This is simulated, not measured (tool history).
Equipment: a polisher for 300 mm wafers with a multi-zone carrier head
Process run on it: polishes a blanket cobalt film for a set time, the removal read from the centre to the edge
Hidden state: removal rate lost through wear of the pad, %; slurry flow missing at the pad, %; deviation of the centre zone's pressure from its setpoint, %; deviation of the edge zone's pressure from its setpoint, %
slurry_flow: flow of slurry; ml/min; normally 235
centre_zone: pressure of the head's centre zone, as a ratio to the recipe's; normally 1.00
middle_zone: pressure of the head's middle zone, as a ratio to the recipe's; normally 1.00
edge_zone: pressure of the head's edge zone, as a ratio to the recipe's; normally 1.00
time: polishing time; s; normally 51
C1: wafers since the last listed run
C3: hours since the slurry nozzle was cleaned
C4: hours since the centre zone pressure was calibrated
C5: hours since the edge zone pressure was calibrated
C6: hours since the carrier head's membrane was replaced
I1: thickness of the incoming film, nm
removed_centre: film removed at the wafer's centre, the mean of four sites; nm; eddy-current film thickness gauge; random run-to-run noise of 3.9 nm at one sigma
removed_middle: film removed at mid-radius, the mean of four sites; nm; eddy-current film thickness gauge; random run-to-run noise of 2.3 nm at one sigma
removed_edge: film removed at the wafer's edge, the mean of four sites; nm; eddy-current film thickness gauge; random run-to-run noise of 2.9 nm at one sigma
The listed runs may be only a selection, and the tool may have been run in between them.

{"run": 1, "hour": 0.0, "slurry_flow": 235, "centre_zone": 1.0, "middle_zone": 1.0, "edge_zone": 1.0, "time": 60, "C1": 0, "wafers polished on this pad": 2371, "C3": 398.5, "C4": 3.4, "C5": 82.6, "C6": 1185.9, "I1": 1389.8, "removed_centre": 316.9, "removed_middle": 310.3, "removed_edge": 313.5}
{"run": 2, "hour": 41.8, "slurry_flow": 235, "centre_zone": 1.0, "middle_zone": 1.0, "edge_zone": 1.0, "time": 62, "C1": 286, "wafers polished on this pad": 2657, "C3": 440.3, "C4": 45.2, "C5": 124.4, "C6": 1227.7, "I1": 1333.8, "removed_centre": 323.7, "removed_middle": 316.1, "removed_edge": 320.0}
{"run": 3, "hour": 106.9, "slurry_flow": 235, "centre_zone": 1.0, "middle_zone": 1.0, "edge_zone": 1.1, "time": 51, "C1": 445, "wafers polished on this pad": 3102, "C3": 505.4, "C4": 110.3, "C5": 189.5, "C6": 1292.8, "I1": 1356.9, "removed_centre": 255.2, "removed_middle": 248.6, "removed_edge": 267.4}
{"hour": 111.9, "done": "worn pad replaced by a new one"}
{"run": 4, "hour": 141.0, "slurry_flow": 270, "centre_zone": 1.0, "middle_zone": 1.0, "edge_zone": 1.0, "time": 58, "C1": 206, "wafers polished on this pad": 198, "C3": 539.5, "C4": 144.4, "C5": 223.6, "C6": 1326.9, "I1": 1336.9, "removed_centre": 337.6, "removed_middle": 330.6, "removed_edge": 333.7}
{"run": 5, "hour": 195.6, "slurry_flow": 235, "centre_zone": 1.09, "middle_zone": 1.0, "edge_zone": 1.0, "time": 51, "C1": 373, "wafers polished on this pad": 572, "C3": 594.1, "C4": 199.0, "C5": 278.2, "C6": 1381.5, "I1": 1379.2, "removed_centre": 320.1, "removed_middle": 284.4, "removed_edge": 290.3}
{"run": 6, "hour": 224.9, "slurry_flow": 235, "centre_zone": 1.0, "middle_zone": 0.95, "edge_zone": 1.0, "time": 51, "C1": 200, "wafers polished on this pad": 773, "C3": 623.4, "C4": 228.3, "C5": 307.5, "C6": 1410.8, "I1": 1359.2, "removed_centre": 293.6, "removed_middle": 271.9, "removed_edge": 287.6}
{"hour": 228.4, "done": "slurry nozzle cleaned"}
{"run": 7, "hour": 278.4, "slurry_flow": 235, "centre_zone": 1.0, "middle_zone": 1.0, "edge_zone": 1.0, "time": 51, "C1": 359, "wafers polished on this pad": 1132, "C3": 50.0, "C4": 281.8, "C5": 361.0, "C6": 1464.3, "I1": 1364.6, "removed_centre": 294.7, "removed_middle": 282.7, "removed_edge": 294.0}
{"run": 8, "hour": 346.4, "slurry_flow": 295, "centre_zone": 1.0, "middle_zone": 1.0, "edge_zone": 1.0, "time": 51, "C1": 465, "wafers polished on this pad": 1597, "C3": 118.0, "C4": 349.8, "C5": 429.0, "C6": 1532.3, "I1": 1346.8, "removed_centre": 290.5, "removed_middle": 285.9, "removed_edge": 285.9}
{"run": 9, "hour": 406.3, "slurry_flow": 235, "centre_zone": 1.0, "middle_zone": 1.0, "edge_zone": 1.0, "time": 51, "C1": 409, "wafers polished on this pad": 2007, "C3": 177.9, "C4": 409.7, "C5": 488.9, "C6": 1592.2, "I1": 1344.3, "removed_centre": 275.7, "removed_middle": 272.3, "removed_edge": 276.3}
{"run": 10, "hour": 452.4, "slurry_flow": 280, "centre_zone": 1.0, "middle_zone": 1.0, "edge_zone": 1.0, "time": 51, "C1": 315, "wafers polished on this pad": 2323, "C3": 224.0, "C4": 455.8, "C5": 535.0, "C6": 1638.3, "I1": 1370.7, "removed_centre": 276.8, "removed_middle": 270.7, "removed_edge": 278.8}
{"run": 11, "hour": 501.4, "slurry_flow": 235, "centre_zone": 1.0, "middle_zone": 1.0, "edge_zone": 1.0, "time": 51, "C1": 335, "wafers polished on this pad": 2658, "C3": 273.0, "C4": 504.8, "C5": 584.0, "C6": 1687.3, "I1": 1356.3, "removed_centre": 270.5, "removed_middle": 266.5, "removed_edge": 267.9}
{"hour": 536.7, "done": "carrier head's membrane replaced by a new one"}
{"run": 12, "hour": 537.2, "slurry_flow": 235, "centre_zone": 1.0, "middle_zone": 1.0, "edge_zone": 1.0, "time": 51, "C1": 210, "wafers polished on this pad": 2869, "C3": 308.8, "C4": 540.6, "C5": 619.8, "C6": 0.5, "I1": 1359.9, "removed_centre": 258.0, "removed_middle": 258.4, "removed_edge": 263.9}
{"run": 13, "hour": 557.6, "slurry_flow": 235, "centre_zone": 0.96, "middle_zone": 1.0, "edge_zone": 1.0, "time": 51, "C1": 139, "wafers polished on this pad": 3009, "C3": 329.2, "C4": 561.0, "C5": 640.2, "C6": 20.9, "I1": 1371.8, "removed_centre": 249.8, "removed_middle": 258.0, "removed_edge": 263.9}
{"hour": 571.8, "done": "worn pad replaced by a new one"}
{"run": 14, "hour": 595.5, "slurry_flow": 235, "centre_zone": 1.0, "middle_zone": 1.0, "edge_zone": 1.0, "time": 51, "C1": 232, "wafers polished on this pad": 162, "C3": 367.1, "C4": 598.9, "C5": 678.1, "C6": 58.8, "I1": 1361.5, "removed_centre": 291.2, "removed_middle": 278.7, "removed_edge": 289.1}
{"run": 15, "hour": 639.2, "slurry_flow": 235, "centre_zone": 1.0, "middle_zone": 1.0, "edge_zone": 0.91, "time": 51, "C1": 299, "wafers polished on this pad": 461, "C3": 410.8, "C4": 642.6, "C5": 721.8, "C6": 102.5, "I1": 1343.0, "removed_centre": 288.1, "removed_middle": 284.0, "removed_edge": 277.2}
{"run": 16, "hour": 682.4, "slurry_flow": 235, "centre_zone": 1.0, "middle_zone": 1.0, "edge_zone": 0.89, "time": 38, "C1": 295, "wafers polished on this pad": 757, "C3": 454.0, "C4": 685.8, "C5": 765.0, "C6": 145.7, "I1": 1334.0, "removed_centre": 210.6, "removed_middle": 210.8, "removed_edge": 203.3}
{"run": 17, "hour": 720.0, "slurry_flow": 215, "centre_zone": 0.91, "middle_zone": 0.97, "edge_zone": 1.04, "time": 51, "C1": 257, "wafers polished on this pad": 1014, "C3": 491.6, "C4": 723.4, "C5": 802.6, "C6": 183.3, "I1": 1337.8, "removed_centre": 258.3, "removed_middle": 273.7, "removed_edge": 288.2}
{"run": 18, "hour": 769.3, "slurry_flow": 235, "centre_zone": 1.09, "middle_zone": 1.0, "edge_zone": 1.0, "time": 51, "C1": 337, "wafers polished on this pad": 1351, "C3": 540.9, "C4": 772.7, "C5": 851.9, "C6": 232.6, "I1": 1353.8, "removed_centre": 303.0, "removed_middle": 275.0, "removed_edge": 285.6}
{"run": 19, "hour": 834.9, "slurry_flow": 235, "centre_zone": 1.0, "middle_zone": 1.0, "edge_zone": 0.96, "time": 51, "C1": 448, "wafers polished on this pad": 1800, "C3": 606.5, "C4": 838.3, "C5": 917.5, "C6": 298.2, "I1": 1337.2, "removed_centre": 281.6, "removed_middle": 270.4, "removed_edge": 275.3}
{"hour": 854.1, "done": "centre zone pressure recalibrated"}
{"run": 20, "hour": 862.1, "slurry_flow": 235, "centre_zone": 1.0, "middle_zone": 1.0, "edge_zone": 0.92, "time": 51, "C1": 172, "wafers polished on this pad": 1973, "C3": 633.7, "C4": 8.0, "C5": 944.7, "C6": 325.4, "I1": 1346.7, "removed_centre": 274.8, "removed_middle": 273.7, "removed_edge": 270.3}
{"hour": 903.6, "done": "slurry nozzle cleaned"}
{"run": 21, "hour": 907.9, "slurry_flow": 235, "centre_zone": 0.95, "middle_zone": 1.0, "edge_zone": 0.94, "time": 51, "C1": 306, "wafers polished on this pad": 2279, "C3": 4.3, "C4": 53.8, "C5": 990.5, "C6": 371.2, "I1": 1360.2, "removed_centre": 261.0, "removed_middle": 261.3, "removed_edge": 265.0}
{"run": 22, "hour": 978.2, "slurry_flow": 235, "centre_zone": 1.0, "middle_zone": 1.0, "edge_zone": 1.06, "time": 36, "C1": 481, "wafers polished on this pad": 2761, "C3": 74.6, "C4": 124.1, "C5": 1060.8, "C6": 441.5, "I1": 1337.1, "removed_centre": 186.3, "removed_middle": 181.5, "removed_edge": 188.8}
{"run": 23, "hour": 1038.2, "slurry_flow": 235, "centre_zone": 1.0, "middle_zone": 1.11, "edge_zone": 0.94, "time": 51, "C1": 410, "wafers polished on this pad": 3171, "C3": 134.6, "C4": 184.1, "C5": 1120.8, "C6": 501.5, "I1": 1377.3, "removed_centre": 253.6, "removed_middle": 267.4, "removed_edge": 246.0}

What differs in the tool's unlogged condition from the final listed run ahead of each entry between runs to the first listed run following it?
Between runs 3 and 4: worn pad replaced by a new one (hour 111.9)
  removal rate lost through wear of the pad, %: 12.4 -> 0.178
  measured value less the no-hidden-state value, removed_centre: -36.0 -> -0.6 nm; removed_middle: -35.1 -> -0.6 nm; removed_edge: -37.7 -> -0.6 nm
Between runs 6 and 7: slurry nozzle cleaned (hour 228.4)
  removal rate lost through wear of the pad, %: 0.811 -> 1.6
  measured value less the no-hidden-state value, removed_centre: -2.4 -> -4.8 nm; removed_middle: -2.3 -> -4.6 nm; removed_edge: -2.3 -> -4.8 nm
Between runs 11 and 12: carrier head's membrane replaced by a new one (hour 536.7)
  removal rate lost through wear of the pad, %: 8.18 -> 9.73
  measured value less the no-hidden-state value, removed_centre: -24.1 -> -27.8 nm; removed_middle: -23.7 -> -27.8 nm; removed_edge: -23.9 -> -28.4 nm
Between runs 13 and 14: worn pad replaced by a new one (hour 571.8)
  removal rate lost through wear of the pad, %: 10.7 -> 0.89
  measured value less the no-hidden-state value, removed_centre: -29.8 -> -2.6 nm; removed_middle: -30.9 -> -2.5 nm; removed_edge: -31.6 -> -2.6 nm
Between runs 19 and 20: centre zone pressure recalibrated (hour 854.1)
  removal rate lost through wear of the pad, %: 4.53 -> 5.33
  measured value less the no-hidden-state value, removed_centre: -13.3 -> -15.5 nm; removed_middle: -12.8 -> -15.4 nm; removed_edge: -13.0 -> -15.2 nm
Between runs 20 and 21: slurry nozzle cleaned (hour 903.6)
  removal rate lost through wear of the pad, %: 5.33 -> 6.86
  measured value less the no-hidden-state value, removed_centre: -15.5 -> -19.2 nm; removed_middle: -15.4 -> -19.2 nm; removed_edge: -15.2 -> -19.5 nm
